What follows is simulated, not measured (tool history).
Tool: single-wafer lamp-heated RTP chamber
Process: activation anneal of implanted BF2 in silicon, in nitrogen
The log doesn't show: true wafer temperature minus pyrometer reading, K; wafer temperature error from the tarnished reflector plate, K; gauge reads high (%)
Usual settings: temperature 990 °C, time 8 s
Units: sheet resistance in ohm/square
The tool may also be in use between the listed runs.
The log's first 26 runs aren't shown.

run   hour  temperature  time  wafers since the last listed run  wafers since the last pyrometer calibration  wafers since the reflector plate was cleaned  hours since the gauge calibration  read-back reference wafer on the same gauge, sheet resistance  sheet resistance
 27  345.5          963     5                               981                                         1255                                          1762                              206.7                                                         650.56            733.46
 28  359.3          972     4                               267                                         1522                                          2029                              220.5                                                         650.64            727.73
 29  369.5         1005     5                               197                                         1719                                          2226                              230.7                                                         651.19            714.05
 30  376.6         1016     8                               137                                         1857                                          2364                              237.8                                                         651.38             708.3
     396.4  -- reflector plate cleaned
 31  396.9          964     8                               238                                         2095                                             8                              258.1                                                         650.97            731.38
 32  399.2          999     7                                44                                         2140                                            53                              260.4                                                         650.83            710.54
 33  415.6          998     7                               317                                         2457                                           371                              276.8                                                          650.9            711.99
 34    433          990     8                               336                                         2794                                           708                              294.2                                                         650.75            715.02
 35  441.2          982     6                               158                                         2953                                           866                              302.4                                                         650.92            718.98
 36    450          972    10                               170                                         3123                                          1037                              311.2                                                         650.71            721.62
 37  462.3          990     8                               238                                         3362                                          1275                              323.5                                                         650.91            713.97

4 ways to go on from here, each from the tool as it stands after run 37. What would each give?
  A  462.7          990     8                                 7                                         3369                                          1283                              323.9                                                              ?                 ?
  B  462.7          965     6                                 7                                         3369                                          1283                              323.9                                                              ?                 ?
  C  462.7         1014     3                                 7                                         3369                                          1283                              323.9                                                              ?                 ?
  D  462.7          977     4                                 7                                         3369                                          1283                              323.9                                                              ?                 ?

run  read-back reference wafer on the same gauge, sheet resistance  sheet resistance
  A                                                          651.1            714.56
  B                                                          651.1             730.6
  C                                                          651.1             713.8
  D                                                          651.1            724.09
Without the tool's hidden state the same runs would have given:
run  sheet resistance
  A            714.56
  B             730.6
  C             713.8
  D            724.09
